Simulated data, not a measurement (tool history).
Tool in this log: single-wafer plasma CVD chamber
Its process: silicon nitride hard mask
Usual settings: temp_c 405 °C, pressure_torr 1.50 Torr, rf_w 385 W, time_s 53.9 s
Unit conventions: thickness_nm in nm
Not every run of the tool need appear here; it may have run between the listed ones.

| run | hour | temp_c | pressure_torr | rf_w | time_s | read-back reference wafer on the same gauge, thickness_nm | thickness_nm |
|---|---|---|---|---|---|---|---|
| 1 | 0.0 | 409 | 1.50 | 385 | 53.9 | 62.205 | 68.592 |
| 2 | 8.8 | 409 | 1.50 | 385 | 53.9 | 62.500 | 68.444 |
| 3 | 18.3 | 405 | 1.50 | 385 | 53.9 | 62.378 | 68.368 |
| 4 | 28.2 | 405 | 1.50 | 385 | 53.9 | 62.427 | 68.178 |
| 5 | 38.6 | 405 | 1.50 | 385 | 53.9 | 62.497 | 68.582 |
| 6 | 48.5 | 412 | 1.31 | 385 | 62.2 | 62.299 | 76.495 |
| 7 | 58.5 | 405 | 1.60 | 385 | 60.9 | 62.245 | 78.607 |
| 8 | 67.6 | 396 | 1.50 | 350 | 63.5 | 62.426 | 77.494 |
| 9 | 80.2 | 393 | 1.50 | 385 | 53.9 | 62.295 | 68.702 |
| 10 | 92.2 | 399 | 1.50 | 385 | 62.6 | 62.168 | 79.669 |
| 11 | 101.8 | 405 | 1.27 | 385 | 53.9 | 62.285 | 66.243 |
| 12 | 108.3 | 405 | 1.50 | 385 | 64.1 | 62.312 | 80.720 |
| 13 | 115.9 | 405 | 1.50 | 330 | 53.9 | 62.372 | 63.026 |
| 14 | 126.5 | 405 | 1.50 | 385 | 53.9 | 62.300 | 67.976 |
| 15 | 139.6 | 409 | 1.50 | 385 | 53.9 | 62.218 | 68.075 |
| 16 | 157.3 | 405 | 1.50 | 385 | 63.6 | 62.373 | 80.227 |
| 17 | 178.7 | 405 | 1.50 | 385 | 53.9 | 62.292 | 69.445 |
| 18 | 187.1 | 394 | 1.83 | 385 | 53.9 | 62.285 | 72.687 |
| 19 | 212.6 | 416 | 1.60 | 310 | 45.4 | 62.262 | 54.322 |
| 20 | 224.3 | 392 | 1.62 | 355 | 53.9 | 62.426 | 68.994 |
| 21 | 226.9 | 405 | 1.50 | 385 | 53.9 | 62.347 | 69.530 |
| 22 | 246.0 | 405 | 1.32 | 385 | 53.9 | 62.228 | 68.250 |
| 23 | 273.6 | 419 | 1.87 | 425 | 57.9 | 62.224 | 81.171 |
| 24 | 286.9 | 420 | 1.50 | 455 | 53.9 | 62.141 | 73.629 |
| 25 | 300.2 | 396 | 1.71 | 385 | 61.4 | 62.343 | 81.564 |
| 26 | 309.3 | 405 | 1.19 | 385 | 61.9 | 62.190 | 76.184 |
| 27 | 352.9 | 405 | 1.50 | 335 | 53.9 | 62.330 | 65.315 |
| 28 | 363.7 | 405 | 1.30 | 385 | 47.1 | 62.336 | 59.404 |

Missing from the log above: 4 entries noted between runs. For each, name the pair of listed runs it sits between and say how the tool's hidden condition differs from the listed run just before to the listed run just after:
After run 6, before run 7: gauge calibrated (hour 52.3)
  delivered RF power above the setpoint (%): -4.37 -> -4.5
  measured result minus the result with no hidden state, thickness_nm: -1.513 -> -1.603 nm
After run 16, before run 17: RF generator calibrated (hour 178.2)
  delivered RF power above the setpoint (%): -5.91 -> -0.483
  measured result minus the result with no hidden state, thickness_nm: -2.167 -> -0.148 nm
After run 18, before run 19: thermocouple changed; heater temperature recalibrated (hour 212.1)
  delivered RF power above the setpoint (%): -0.484 -> -0.496
  measured result minus the result with no hidden state, thickness_nm: -0.155 -> -0.119 nm
After run 19, before run 20: capacitance manometer re-zeroed and calibrated (hour 223.8)
  delivered RF power above the setpoint (%): -0.496 -> -0.506
  measured result minus the result with no hidden state, thickness_nm: -0.119 -> -0.155 nm
